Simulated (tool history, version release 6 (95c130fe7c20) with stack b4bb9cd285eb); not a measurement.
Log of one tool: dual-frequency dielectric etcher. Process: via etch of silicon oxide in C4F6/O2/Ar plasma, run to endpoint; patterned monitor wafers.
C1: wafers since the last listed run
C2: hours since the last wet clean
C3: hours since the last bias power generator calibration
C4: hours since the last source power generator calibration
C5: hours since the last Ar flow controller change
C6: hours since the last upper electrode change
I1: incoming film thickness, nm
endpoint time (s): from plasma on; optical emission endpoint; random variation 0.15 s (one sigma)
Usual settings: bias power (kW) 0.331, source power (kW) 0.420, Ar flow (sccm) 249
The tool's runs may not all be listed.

Run 1, hour 0.0: usual settings but bias power (kW) 0.274; C1 0; C2 0.5; C3 2079.7; C4 3131.8; C5 33.2; C6 51.3; I1 126.3. Result: endpoint time (s) 38.4.
Run 2, hour 4.9: usual settings; C1 46; C2 5.4; C3 2084.6; C4 3136.7; C5 38.1; C6 56.2; I1 126.7. Result: endpoint time (s) 35.7.
Run 3, hour 24.0: usual settings; C1 182; C2 24.5; C3 2103.7; C4 3155.8; C5 57.2; C6 75.3; I1 128.1. Result: endpoint time (s) 36.1.
Run 4, hour 53.3: usual settings; C1 280; C2 53.8; C3 2133.0; C4 3185.1; C5 86.5; C6 104.6; I1 128.6. Result: endpoint time (s) 36.3.
Run 5, hour 69.2: usual settings but bias power (kW) 0.291; C1 151; C2 69.7; C3 2148.9; C4 3201.0; C5 102.4; C6 120.5; I1 126.6. Result: endpoint time (s) 37.7.
Run 6, hour 90.8: usual settings but bias power (kW) 0.291; C1 206; C2 91.3; C3 2170.5; C4 3222.6; C5 124.0; C6 142.1; I1 127.6. Result: endpoint time (s) 37.8.
Run 7, hour 118.1: usual settings but bias power (kW) 0.395, source power (kW) 0.340, Ar flow (sccm) 303; C1 260; C2 118.6; C3 2197.8; C4 3249.9; C5 151.3; C6 169.4; I1 127.7. Result: endpoint time (s) 37.6.
Run 8, hour 147.1: usual settings but source power (kW) 0.380; C1 277; C2 147.6; C3 2226.8; C4 3278.9; C5 180.3; C6 198.4; I1 127.7. Result: endpoint time (s) 37.9.
Run 9, hour 165.8: usual settings but bias power (kW) 0.368; C1 178; C2 166.3; C3 2245.5; C4 3297.6; C5 199.0; C6 217.1; I1 127.4. Result: endpoint time (s) 34.8.
Run 10, hour 180.6: usual settings; C1 141; C2 181.1; C3 2260.3; C4 3312.4; C5 213.8; C6 231.9; I1 128.4. Result: endpoint time (s) 36.5.
Run 11, hour 202.9: usual settings but bias power (kW) 0.253, source power (kW) 0.510, Ar flow (sccm) 290; C1 213; C2 203.4; C3 2282.6; C4 3334.7; C5 236.1; C6 254.2; I1 127.8. Result: endpoint time (s) 37.8.
At hour 245.5: wet clean of the chamber, repeated, since the last time left the tool worse.
Run 12, hour 246.0: usual settings but bias power (kW) 0.274; C1 182; C2 0.5; C3 2325.7; C4 3377.8; C5 279.2; C6 297.3; I1 126.9. Result: endpoint time (s) 36.3.
Run 13, hour 246.3: usual settings but bias power (kW) 0.383, source power (kW) 0.330, Ar flow (sccm) 212; C1 2; C2 0.8; C3 2326.0; C4 3378.1; C5 279.5; C6 297.6; I1 127.8. Result: endpoint time (s) 35.6.
Run 14, hour 257.2: usual settings but bias power (kW) 0.368, source power (kW) 0.390, Ar flow (sccm) 281; C1 104; C2 11.7; C3 2336.9; C4 3389.0; C5 290.4; C6 308.5; I1 127.1. Result: endpoint time (s) 34.1.
Run 15, hour 271.3: usual settings but bias power (kW) 0.413, source power (kW) 0.480, Ar flow (sccm) 271; C1 134; C2 25.8; C3 2351.0; C4 3403.1; C5 304.5; C6 322.6; I1 127.2. Result: endpoint time (s) 29.6.
At hour 286.7: source power generator calibrated.
Run 16, hour 291.4: usual settings; C1 153; C2 45.9; C3 2371.1; C4 4.7; C5 324.6; C6 342.7; I1 127.7. Result: endpoint time (s) 34.3.
Run 17, hour 322.4: usual settings but source power (kW) 0.370, Ar flow (sccm) 302; C1 296; C2 76.9; C3 2402.1; C4 35.7; C5 355.6; C6 373.7; I1 125.7. Result: endpoint time (s) 36.3.
At hour 334.5: bias power generator calibrated.
Run 18, hour 355.7: usual settings but bias power (kW) 0.301, source power (kW) 0.340, Ar flow (sccm) 304; C1 280; C2 110.2; C3 21.2; C4 69.0; C5 388.9; C6 407.0; I1 127.4. Result: endpoint time (s) 39.6.
Run 19, hour 373.8: usual settings but bias power (kW) 0.361, source power (kW) 0.320, Ar flow (sccm) 210; C1 173; C2 128.3; C3 39.3; C4 87.1; C5 407.0; C6 425.1; I1 127.4. Result: endpoint time (s) 37.2.
Run 20, hour 386.3: usual settings but bias power (kW) 0.292, source power (kW) 0.450, Ar flow (sccm) 194; C1 119; C2 140.8; C3 51.8; C4 99.6; C5 419.5; C6 437.6; I1 126.3. Result: endpoint time (s) 34.1.
Run 21, hour 408.4: usual settings but bias power (kW) 0.297, source power (kW) 0.500, Ar flow (sccm) 302; C1 211; C2 162.9; C3 73.9; C4 121.7; C5 441.6; C6 459.7; I1 126.2. Result: endpoint time (s) 33.7.
Run 22, hour 434.7: usual settings but bias power (kW) 0.360, source power (kW) 0.510, Ar flow (sccm) 194; C1 251; C2 189.2; C3 100.2; C4 148.0; C5 467.9; C6 486.0; I1 127.6. Result: endpoint time (s) 30.2.
Run 23, hour 466.2: usual settings; C1 301; C2 220.7; C3 131.7; C4 179.5; C5 499.4; C6 517.5; I1 127.8. Result: endpoint time (s) 34.7.
Run 24, hour 499.6: usual settings but bias power (kW) 0.310, source power (kW) 0.370, Ar flow (sccm) 197; C1 319; C2 254.1; C3 165.1; C4 212.9; C5 532.8; C6 550.9; I1 127.5. Result: endpoint time (s) 37.4.
Run 25, hour 513.1: usual settings; C1 129; C2 267.6; C3 178.6; C4 226.4; C5 546.3; C6 564.4; I1 127.3. Result: endpoint time (s) 34.8.
Run 26, hour 528.1: usual settings but source power (kW) 0.390, Ar flow (sccm) 217; C1 143; C2 282.6; C3 193.6; C4 241.4; C5 561.3; C6 579.4; I1 127.0. Result: endpoint time (s) 35.5.
Run 27, hour 555.0: usual settings but bias power (kW) 0.376, Ar flow (sccm) 265; C1 257; C2 309.5; C3 220.5; C4 268.3; C5 588.2; C6 606.3; I1 126.8. Result: endpoint time (s) 33.2.
Run 28, hour 584.0: usual settings but bias power (kW) 0.381, Ar flow (sccm) 305; C1 277; C2 338.5; C3 249.5; C4 297.3; C5 617.2; C6 635.3; I1 128.1. Result: endpoint time (s) 34.1.
Run 29, hour 615.7: usual settings but bias power (kW) 0.250, source power (kW) 0.330, Ar flow (sccm) 202; C1 303; C2 370.2; C3 281.2; C4 329.0; C5 648.9; C6 667.0; I1 127.0. Result: endpoint time (s) 42.9.

4 ways to go on from here, each from the tool as it stands after run 29. What would each give?
Run A, hour 616.1: usual settings; C1 3; C2 370.6; C3 281.6; C4 329.4; C5 649.3; C6 667.4; I1 128.2. Result: endpoint time (s) ?.
Run B, hour 616.1: usual settings but bias power (kW) 0.400, Ar flow (sccm) 294; C1 3; C2 370.6; C3 281.6; C4 329.4; C5 649.3; C6 667.4; I1 128.2. Result: endpoint time (s) ?.
Run C, hour 616.1: usual settings but bias power (kW) 0.268, source power (kW) 0.330, Ar flow (sccm) 287; C1 3; C2 370.6; C3 281.6; C4 329.4; C5 649.3; C6 667.4; I1 128.2. Result: endpoint time (s) ?.
Run D, hour 616.1: usual settings but bias power (kW) 0.264, source power (kW) 0.470, Ar flow (sccm) 212; C1 3; C2 370.6; C3 281.6; C4 329.4; C5 649.3; C6 667.4; I1 128.2. Result: endpoint time (s) ?.

run  endpoint time (s)
  A               35.5
  B               33.4
  C               43.3
  D               36.5
Without the tool's hidden state the same runs would have given:
run  endpoint time (s)
  A               34.5
  B               32.4
  C               42.0
  D               35.4
